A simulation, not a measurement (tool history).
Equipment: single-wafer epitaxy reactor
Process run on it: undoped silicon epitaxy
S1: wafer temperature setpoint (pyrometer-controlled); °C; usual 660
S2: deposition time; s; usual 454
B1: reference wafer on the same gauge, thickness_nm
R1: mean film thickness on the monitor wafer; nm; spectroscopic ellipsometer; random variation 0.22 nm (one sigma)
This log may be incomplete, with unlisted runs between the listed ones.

Run 1, hour 0: usual settings but S2 477 s; B1 95.736. Result: R1 99.804 nm.
Run 2, hour 44.4: usual settings but S1 648 °C; B1 95.626. Result: R1 70.301 nm.
Run 3, hour 100.1: usual settings but S1 648 °C; B1 95.526. Result: R1 70.475 nm.
Run 4, hour 245.7: usual settings but S1 655 °C; B1 95.361. Result: R1 83.737 nm.
Run 5, hour 295.5: usual settings but S1 651 °C; B1 95.35. Result: R1 75.947 nm.
Run 6, hour 359.3: usual settings but S1 651 °C; B1 95.401. Result: R1 76.193 nm.
Run 7, hour 383.5: usual settings but S1 664 °C, S2 422 s; B1 95.421. Result: R1 96.775 nm.
Run 8, hour 445.1: usual settings but S2 476 s; B1 95.34. Result: R1 99.361 nm.
Run 9, hour 491.1: usual settings but S2 476 s; B1 95.301. Result: R1 99.335 nm.
Run 10, hour 550.3: usual settings but S2 476 s; B1 95.384. Result: R1 99.171 nm.
Run 11, hour 608.8: usual settings; B1 95.323. Result: R1 94.04 nm.
Run 12, hour 658.1: usual settings; B1 95.184. Result: R1 94.389 nm.
Run 13, hour 689.1: usual settings; B1 95.176. Result: R1 94.433 nm.
Run 14, hour 747.7: usual settings; B1 95.225. Result: R1 94.488 nm.
Run 15, hour 808.5: usual settings; B1 95.126. Result: R1 94.439 nm.
Run 16, hour 867.9: usual settings; B1 95.123. Result: R1 94.314 nm.
Run 17, hour 1080.9: usual settings; B1 96.318. Result: R1 95.799 nm.
Run 18, hour 1118.4: usual settings but S1 650 °C; B1 96.345. Result: R1 74.738 nm.
Run 19, hour 1151.2: usual settings but S1 650 °C; B1 96.16. Result: R1 74.774 nm.
Run 20, hour 1193.2: usual settings; B1 96.197. Result: R1 95.391 nm.
Run 21, hour 1236: usual settings; B1 96.182. Result: R1 95.456 nm.
Run 22, hour 1268.8: usual settings but S1 664 °C; B1 96.232. Result: R1 105.571 nm.
Run 23, hour 1322.4: usual settings but S1 647 °C; B1 96.209. Result: R1 69.568 nm.
Run 24, hour 1383: usual settings but S1 649 °C; B1 96.093. Result: R1 72.494 nm.
Run 25, hour 1418.4: usual settings but S1 655 °C, S2 396 s; B1 96.087. Result: R1 73.874 nm.
Run 26, hour 1454.1: usual settings but S1 647 °C, S2 536 s; B1 96.084. Result: R1 81.865 nm.
Run 27, hour 1494.9: usual settings but S2 372 s; B1 95.947. Result: R1 78.206 nm.
Run 28, hour 1556.7: usual settings but S1 667 °C; B1 96.026. Result: R1 112.515 nm.
Run 29, hour 1614.8: usual settings but S1 648 °C, S2 530 s; B1 95.931. Result: R1 82.537 nm.
Run 30, hour 1664.9: usual settings; B1 95.953. Result: R1 95.203 nm.
Run 31, hour 1726.4: usual settings but S1 673 °C, S2 412 s; B1 95.885. Result: R1 118.197 nm.
Run 32, hour 1774.3: usual settings but S2 409 s; B1 95.887. Result: R1 86.07 nm.
Run 33, hour 1838.5: usual settings; B1 95.843. Result: R1 95.481 nm.
Run 34, hour 1956.9: usual settings but S2 520 s; B1 95.711. Result: R1 108.228 nm.
Run 35, hour 2027.6: usual settings but S1 655 °C, S2 382 s; B1 95.645. Result: R1 70.456 nm.
Run 36, hour 2076.7: usual settings; B1 95.677. Result: R1 94.929 nm.
Run 37, hour 2113.9: usual settings but S1 671 °C, S2 507 s; B1 95.733. Result: R1 138.209 nm.
Run 38, hour 2151.8: usual settings but S1 666 °C, S2 403 s; B1 95.604. Result: R1 97.225 nm.
Run 39, hour 2308.3: usual settings but S1 648 °C, S2 490 s; B1 95.586. Result: R1 76.103 nm.
Run 40, hour 2345: usual settings but S1 652 °C, S2 370 s; B1 95.405. Result: R1 63.667 nm.
Run 41, hour 2408.4: usual settings but S1 668 °C; B1 95.408. Result: R1 114.61 nm.
Run 42, hour 2461.4: usual settings but S1 667 °C, S2 372 s; B1 95.338. Result: R1 91.714 nm.
Run 43, hour 2528: usual settings; B1 95.268. Result: R1 94.531 nm.
Run 44, hour 2562.8: usual settings but S1 652 °C; B1 95.342. Result: R1 77.713 nm.
Run 45, hour 2596.4: usual settings but S1 652 °C, S2 508 s; B1 95.25. Result: R1 86.879 nm.
Run 46, hour 2624.7: usual settings but S1 655 °C, S2 382 s; B1 95.243. Result: R1 70.535 nm.
Run 47, hour 2815.9: usual settings but S1 675 °C; B1 95.089. Result: R1 135.264 nm.

Put back what was entered between runs (2 entries, withheld): which listed runs does each sit between, and how does the hidden state differ from the listed run before to the listed run after?
Runs 16 to 17: gauge calibrated (hour 890.8)
  gauge reads high (%): -1.7 -> -0.398
  measured minus no-state result, R1: -1.627 -> -0.383 nm
Runs 27 to 28: pyrometer calibrated (hour 1541.4)
  gauge reads high (%): -0.691 -> -0.735
  measured minus no-state result, R1: -0.545 -> -0.834 nm

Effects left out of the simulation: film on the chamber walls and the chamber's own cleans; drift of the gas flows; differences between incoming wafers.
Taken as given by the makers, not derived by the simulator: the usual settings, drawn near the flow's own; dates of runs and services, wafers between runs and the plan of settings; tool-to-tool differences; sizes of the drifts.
